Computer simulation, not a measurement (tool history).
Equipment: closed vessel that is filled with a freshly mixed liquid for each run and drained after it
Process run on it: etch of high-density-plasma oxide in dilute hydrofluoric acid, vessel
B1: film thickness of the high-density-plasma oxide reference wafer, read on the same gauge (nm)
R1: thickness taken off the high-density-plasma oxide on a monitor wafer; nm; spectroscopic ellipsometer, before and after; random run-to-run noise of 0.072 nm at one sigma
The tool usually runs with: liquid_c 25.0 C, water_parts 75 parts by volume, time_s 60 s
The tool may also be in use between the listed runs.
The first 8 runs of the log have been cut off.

run 9 day=25.679 | liquid_c=25.0 water_parts=75 time_s=60 | B1=40.02 | R1=10.54
run 10 day=29.350 | liquid_c=25.0 water_parts=75 time_s=60 | B1=40.01 | R1=10.60
-- day=31.338 thermometer replaced
run 11 day=33.046 | liquid_c=25.0 water_parts=75 time_s=60 | B1=40.00 | R1=10.21
run 12 day=37.454 | liquid_c=25.0 water_parts=75 time_s=60 | B1=40.00 | R1=10.31
run 13 day=41.746 | liquid_c=25.0 water_parts=75 time_s=60 | B1=39.97 | R1=10.49
run 14 day=45.721 | liquid_c=25.0 water_parts=75 time_s=60 | B1=39.98 | R1=10.52
run 15 day=49.675 | liquid_c=25.0 water_parts=75 time_s=60 | B1=39.98 | R1=10.52
run 16 day=53.679 | liquid_c=23.0 water_parts=105 time_s=70 | B1=39.97 | R1=7.94
run 17 day=56.617 | liquid_c=25.0 water_parts=75 time_s=60 | B1=39.96 | R1=10.62
run 18 day=60.567 | liquid_c=25.0 water_parts=75 time_s=40 | B1=40.01 | R1=7.16
run 19 day=64.533 | liquid_c=25.0 water_parts=75 time_s=60 | B1=40.01 | R1=10.94
-- day=66.583 hydrofluoric acid flow meter replaced
run 20 day=68.296 | liquid_c=25.0 water_parts=75 time_s=60 | B1=40.02 | R1=10.22
run 21 day=72.667 | liquid_c=20.5 water_parts=45 time_s=60 | B1=40.04 | R1=14.89
-- day=74.704 thermometer replaced
run 22 day=74.921 | liquid_c=22.0 water_parts=105 time_s=60 | B1=39.99 | R1=6.11
run 23 day=77.229 | liquid_c=25.0 water_parts=75 time_s=60 | B1=39.98 | R1=10.03
-- day=84.846 gauge calibrated
run 24 day=87.896 | liquid_c=25.0 water_parts=75 time_s=60 | B1=40.01 | R1=10.17
run 25 day=89.896 | liquid_c=22.0 water_parts=75 time_s=60 | B1=40.02 | R1=9.14
run 26 day=93.296 | liquid_c=21.0 water_parts=95 time_s=60 | B1=39.99 | R1=6.75
run 27 day=95.196 | liquid_c=27.5 water_parts=75 time_s=80 | B1=39.99 | R1=15.34
run 28 day=98.179 | liquid_c=25.0 water_parts=75 time_s=60 | B1=40.01 | R1=10.36
run 29 day=101.762 | liquid_c=21.0 water_parts=40 time_s=40 | B1=39.99 | R1=11.55
run 30 day=104.396 | liquid_c=25.0 water_parts=50 time_s=90 | B1=40.01 | R1=24.22
run 31 day=107.696 | liquid_c=25.0 water_parts=110 time_s=60 | B1=39.96 | R1=6.86
run 32 day=112.125 | liquid_c=27.0 water_parts=75 time_s=90 | B1=40.00 | R1=17.39

Each row is a separate what-if for the run after 32, all from the same tool condition, not one after another. Results?
run A day=112.154 | liquid_c=27.5 water_parts=75 time_s=60 | B1=? | R1=?
run B day=112.154 | liquid_c=25.0 water_parts=40 time_s=90 | B1=? | R1=?
run C day=112.154 | liquid_c=23.5 water_parts=75 time_s=60 | B1=? | R1=?
run D day=112.154 | liquid_c=29.5 water_parts=75 time_s=45 | B1=? | R1=?

run=A B1=39.98 R1=11.79
run=B B1=39.98 R1=31.52
run=C B1=39.98 R1=10.07
run=D B1=39.98 R1=9.55
With no hidden state in the tool, these same runs would have given:
run=A R1=10.94
run=B R1=29.21
run=C R1=9.33
run=D R1=8.87

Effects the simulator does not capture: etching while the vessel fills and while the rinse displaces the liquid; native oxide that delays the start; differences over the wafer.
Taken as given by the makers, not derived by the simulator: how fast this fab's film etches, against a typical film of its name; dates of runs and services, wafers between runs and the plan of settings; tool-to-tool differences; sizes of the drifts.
